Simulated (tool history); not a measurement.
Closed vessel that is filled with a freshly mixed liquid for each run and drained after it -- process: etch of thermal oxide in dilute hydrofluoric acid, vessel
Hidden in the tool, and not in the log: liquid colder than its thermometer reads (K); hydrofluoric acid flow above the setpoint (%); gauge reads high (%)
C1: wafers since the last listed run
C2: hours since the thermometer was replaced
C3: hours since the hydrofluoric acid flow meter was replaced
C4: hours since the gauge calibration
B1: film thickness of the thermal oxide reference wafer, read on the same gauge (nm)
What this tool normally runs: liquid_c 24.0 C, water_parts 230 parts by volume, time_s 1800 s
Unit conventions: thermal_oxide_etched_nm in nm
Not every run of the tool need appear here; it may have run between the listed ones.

Run 1, hour 0.0: usual settings; C1 0; C2 1574.6; C3 633.7; C4 297.6; B1 80.01. Result: thermal_oxide_etched_nm 36.64 nm.
Run 2, hour 16.4: usual settings; C1 745; C2 1591.0; C3 650.1; C4 314.0; B1 80.01. Result: thermal_oxide_etched_nm 36.25 nm.
Run 3, hour 33.1: usual settings; C1 758; C2 1607.7; C3 666.8; C4 330.7; B1 79.99. Result: thermal_oxide_etched_nm 36.77 nm.
Run 4, hour 42.8: usual settings; C1 440; C2 1617.4; C3 676.5; C4 340.4; B1 80.01. Result: thermal_oxide_etched_nm 36.87 nm.
Run 5, hour 52.7: usual settings; C1 449; C2 1627.3; C3 686.4; C4 350.3; B1 80.00. Result: thermal_oxide_etched_nm 36.92 nm.
Run 6, hour 70.1: usual settings; C1 790; C2 1644.7; C3 703.8; C4 367.7; B1 80.01. Result: thermal_oxide_etched_nm 36.67 nm.
Run 7, hour 87.7: usual settings; C1 799; C2 1662.3; C3 721.4; C4 385.3; B1 80.02. Result: thermal_oxide_etched_nm 37.06 nm.
Run 8, hour 93.9: usual settings but liquid_c 22.0 C, water_parts 180 parts by volume; C1 281; C2 1668.5; C3 727.6; C4 391.5; B1 80.00. Result: thermal_oxide_etched_nm 45.93 nm.
Run 9, hour 100.3: usual settings but water_parts 295 parts by volume, time_s 1160 s; C1 290; C2 1674.9; C3 734.0; C4 397.9; B1 80.01. Result: thermal_oxide_etched_nm 17.42 nm.
At hour 108.2: gauge calibrated.
Run 10, hour 118.2: usual settings but liquid_c 25.5 C, water_parts 315 parts by volume; C1 813; C2 1692.8; C3 751.9; C4 10.0; B1 80.01. Result: thermal_oxide_etched_nm 26.11 nm.
At hour 123.6: hydrofluoric acid flow meter replaced.
Run 11, hour 130.1: usual settings but liquid_c 25.5 C, water_parts 315 parts by volume; C1 495; C2 1704.7; C3 6.5; C4 21.9; B1 80.01. Result: thermal_oxide_etched_nm 25.02 nm.
Run 12, hour 143.4: usual settings; C1 604; C2 1718.0; C3 19.8; C4 35.2; B1 80.01. Result: thermal_oxide_etched_nm 35.75 nm.
Run 13, hour 153.1: usual settings; C1 440; C2 1727.7; C3 29.5; C4 44.9; B1 79.99. Result: thermal_oxide_etched_nm 35.47 nm.
Run 14, hour 165.7: usual settings but liquid_c 20.5 C, water_parts 330 parts by volume, time_s 2430 s; C1 572; C2 1740.3; C3 42.1; C4 57.5; B1 80.00. Result: thermal_oxide_etched_nm 26.73 nm.
Run 15, hour 179.0: usual settings; C1 604; C2 1753.6; C3 55.4; C4 70.8; B1 80.02. Result: thermal_oxide_etched_nm 35.41 nm.
Run 16, hour 193.7: usual settings but water_parts 320 parts by volume, time_s 2590 s; C1 667; C2 1768.3; C3 70.1; C4 85.5; B1 80.03. Result: thermal_oxide_etched_nm 33.40 nm.
Run 17, hour 204.9: usual settings; C1 508; C2 1779.5; C3 81.3; C4 96.7; B1 80.01. Result: thermal_oxide_etched_nm 36.00 nm.
Run 18, hour 211.2: usual settings but liquid_c 20.5 C, water_parts 180 parts by volume, time_s 2690 s; C1 286; C2 1785.8; C3 87.6; C4 103.0; B1 80.01. Result: thermal_oxide_etched_nm 63.00 nm.
Run 19, hour 219.1: usual settings but liquid_c 27.5 C, water_parts 165 parts by volume, time_s 2730 s; C1 358; C2 1793.7; C3 95.5; C4 110.9; B1 79.99. Result: thermal_oxide_etched_nm 91.98 nm.
Run 20, hour 235.8: usual settings; C1 758; C2 1810.4; C3 112.2; C4 127.6; B1 80.00. Result: thermal_oxide_etched_nm 35.45 nm.
Run 21, hour 249.5: usual settings; C1 622; C2 1824.1; C3 125.9; C4 141.3; B1 80.00. Result: thermal_oxide_etched_nm 35.73 nm.
Run 22, hour 260.2: usual settings but water_parts 305 parts by volume, time_s 2300 s; C1 486; C2 1834.8; C3 136.6; C4 152.0; B1 80.00. Result: thermal_oxide_etched_nm 31.80 nm.
Run 23, hour 268.0: usual settings but liquid_c 26.0 C, water_parts 270 parts by volume; C1 354; C2 1842.6; C3 144.4; C4 159.8; B1 79.97. Result: thermal_oxide_etched_nm 31.38 nm.
Run 24, hour 277.5: usual settings but water_parts 125 parts by volume; C1 431; C2 1852.1; C3 153.9; C4 169.3; B1 79.98. Result: thermal_oxide_etched_nm 74.19 nm.
At hour 282.9: thermometer replaced.
Run 25, hour 313.7: usual settings but liquid_c 19.5 C, water_parts 155 parts by volume, time_s 2795 s; C1 1599; C2 30.8; C3 190.1; C4 205.5; B1 80.00. Result: thermal_oxide_etched_nm 75.09 nm.
Run 26, hour 327.9: usual settings but liquid_c 21.0 C, water_parts 190 parts by volume; C1 645; C2 45.0; C3 204.3; C4 219.7; B1 80.01. Result: thermal_oxide_etched_nm 40.54 nm.
Run 27, hour 338.3: usual settings; C1 472; C2 55.4; C3 214.7; C4 230.1; B1 80.03. Result: thermal_oxide_etched_nm 36.09 nm.
Run 28, hour 354.7: usual settings but liquid_c 20.5 C, water_parts 320 parts by volume, time_s 2740 s; C1 745; C2 71.8; C3 231.1; C4 246.5; B1 80.01. Result: thermal_oxide_etched_nm 31.85 nm.
Run 29, hour 360.7: usual settings but water_parts 130 parts by volume; C1 272; C2 77.8; C3 237.1; C4 252.5; B1 80.01. Result: thermal_oxide_etched_nm 70.29 nm.
Run 30, hour 367.0: usual settings but time_s 1235 s; C1 286; C2 84.1; C3 243.4; C4 258.8; B1 80.00. Result: thermal_oxide_etched_nm 24.71 nm.
Run 31, hour 378.7: usual settings but liquid_c 20.0 C, time_s 780 s; C1 531; C2 95.8; C3 255.1; C4 270.5; B1 80.01. Result: thermal_oxide_etched_nm 13.50 nm.
Run 32, hour 394.2: usual settings but liquid_c 27.5 C, water_parts 330 parts by volume, time_s 2130 s; C1 704; C2 111.3; C3 270.6; C4 286.0; B1 79.99. Result: thermal_oxide_etched_nm 30.28 nm.
Run 33, hour 406.7: usual settings but liquid_c 20.5 C, water_parts 180 parts by volume, time_s 2690 s; C1 567; C2 123.8; C3 283.1; C4 298.5; B1 80.00. Result: thermal_oxide_etched_nm 63.28 nm.
Run 34, hour 418.0: usual settings but water_parts 140 parts by volume; C1 513; C2 135.1; C3 294.4; C4 309.8; B1 80.01. Result: thermal_oxide_etched_nm 65.53 nm.
Run 35, hour 430.5: usual settings but liquid_c 28.0 C; C1 567; C2 147.6; C3 306.9; C4 322.3; B1 80.02. Result: thermal_oxide_etched_nm 41.35 nm.

Give the tool's hidden conditions for every run:
liquid colder than its thermometer reads (K): 0 at every run
gauge reads high (%): 0 at every run
H1: hydrofluoric acid flow above the setpoint (%)
run     H1
  1   3.18
  2   3.25
  3   3.33
  4   3.37
  5   3.41
  6   3.49
  7   3.57
  8    3.6
  9   3.62
 10    3.7
 11  0.519
 12  0.578
 13  0.621
 14  0.678
 15  0.737
 16  0.802
 17  0.852
 18   0.88
 19  0.916
 20   0.99
 21   1.05
 22    1.1
 23   1.13
 24   1.18
 25   1.34
 26    1.4
 27   1.45
 28   1.52
 29   1.55
 30   1.57
 31   1.63
 32    1.7
 33   1.75
 34    1.8
 35   1.86
